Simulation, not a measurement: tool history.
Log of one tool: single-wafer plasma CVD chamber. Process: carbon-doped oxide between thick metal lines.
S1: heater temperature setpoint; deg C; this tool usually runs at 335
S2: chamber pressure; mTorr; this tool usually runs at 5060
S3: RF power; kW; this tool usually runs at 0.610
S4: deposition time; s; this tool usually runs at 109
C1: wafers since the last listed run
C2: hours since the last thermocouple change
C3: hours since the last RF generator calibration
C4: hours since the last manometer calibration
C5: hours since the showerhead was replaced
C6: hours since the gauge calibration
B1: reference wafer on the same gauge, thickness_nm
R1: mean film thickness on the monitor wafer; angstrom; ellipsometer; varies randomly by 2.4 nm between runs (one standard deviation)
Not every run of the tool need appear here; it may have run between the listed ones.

run,hour,S1,S2,S3,S4,C1,C2,C3,C4,C5,C6,B1,R1
1,0.0,335,5060,0.610,109,0,2228.7,1926.0,1406.8,6027.5,261.4,571.514,6106.91
2,26.5,335,5060,0.610,109,343,2255.2,1952.5,1433.3,6054.0,287.9,571.014,6117.74
3,44.5,335,5060,0.610,109,233,2273.2,1970.5,1451.3,6072.0,305.9,570.828,6142.57
4,58.3,335,5060,0.540,109,178,2287.0,1984.3,1465.1,6085.8,319.7,571.121,5490.73
5,90.6,329,5060,0.610,109,418,2319.3,2016.6,1497.4,6118.1,352.0,571.522,6171.42
6,111.9,329,5060,0.610,109,275,2340.6,2037.9,1518.7,6139.4,373.3,571.554,6218.93
7,125.6,329,5060,0.610,109,177,2354.3,2051.6,1532.4,6153.1,387.0,570.637,6154.26
8,142.0,335,5060,0.610,109,212,2370.7,2068.0,1548.8,6169.5,403.4,570.743,6164.31
9,164.0,335,5060,0.610,109,284,2392.7,2090.0,1570.8,6191.5,425.4,571.066,6100.92
10,178.4,335,5060,0.700,109,186,2407.1,2104.4,1585.2,6205.9,439.8,570.356,6894.31
# hour 200.7: showerhead replaced
11,210.8,335,5060,0.700,109,315,2439.5,2136.8,1617.6,10.1,472.2,571.027,6859.75
12,228.2,335,5060,0.700,109,225,2456.9,2154.2,1635.0,27.5,489.6,571.261,6873.11
13,244.4,335,5060,0.610,109,209,2473.1,2170.4,1651.2,43.7,505.8,570.471,6127.35
14,280.3,344,6050,0.660,95,464,2509.0,2206.3,1687.1,79.6,541.7,571.268,5651.73
# hour 303.5: capacitance manometer re-zeroed and calibrated
15,304.0,342,6230,0.535,97,203,2532.7,2230.0,0.5,103.3,565.4,570.493,4800.77
16,320.1,335,5060,0.650,122,208,2548.8,2246.1,16.6,119.4,581.5,571.622,7218.16
# hour 340.4: gauge calibrated
17,354.5,335,5060,0.610,98,445,2583.2,2280.5,51.0,153.8,14.1,571.627,5506.98
18,373.2,335,5060,0.505,109,242,2601.9,2299.2,69.7,172.5,32.8,571.345,5017.27
19,404.4,335,5060,0.610,109,403,2633.1,2330.4,100.9,203.7,64.0,571.337,6065.96
# hour 418.9: thermocouple changed; heater temperature recalibrated
20,440.0,344,5060,0.510,129,357,21.1,2366.0,136.5,239.3,99.6,570.909,5873.93
# hour 465.3: RF generator calibrated
21,475.3,321,4000,0.610,117,353,56.4,10.0,171.8,274.6,134.9,570.928,7036.31
22,493.1,335,4070,0.665,123,230,74.2,27.8,189.6,292.4,152.7,570.426,7617.76
23,511.3,335,5060,0.695,124,235,92.4,46.0,207.8,310.6,170.9,571.143,8144.46
24,543.4,335,5060,0.610,109,415,124.5,78.1,239.9,342.7,203.0,570.329,6414.73
25,569.0,325,5060,0.665,109,331,150.1,103.7,265.5,368.3,228.6,571.942,7093.14
26,585.5,335,6220,0.610,96,213,166.6,120.2,282.0,384.8,245.1,571.267,5744.05
27,615.3,335,4070,0.665,123,385,196.4,150.0,311.8,414.6,274.9,570.960,7579.07

What would each run have given without the hidden state, its run-to-run variation left as it was?
Unlogged tool condition in this case: wafer temperature above the value expected at the setpoint (K); delivered RF power above the setpoint (%); true pressure above the setpoint (%); gauge reads high (%).
run,R1
1,6532.54
2,6545.77
3,6573.44
4,5896.31
5,6607.04
6,6659.12
7,6590.64
8,6602.30
9,6535.56
10,7370.26
11,7335.04
12,7350.22
13,6567.90
14,6053.16
15,5175.68
16,7735.70
17,5907.36
18,5461.96
19,6508.99
20,6387.45
21,7143.96
22,7742.15
23,8289.46
24,6549.09
25,7251.40
26,5883.35
27,7774.20

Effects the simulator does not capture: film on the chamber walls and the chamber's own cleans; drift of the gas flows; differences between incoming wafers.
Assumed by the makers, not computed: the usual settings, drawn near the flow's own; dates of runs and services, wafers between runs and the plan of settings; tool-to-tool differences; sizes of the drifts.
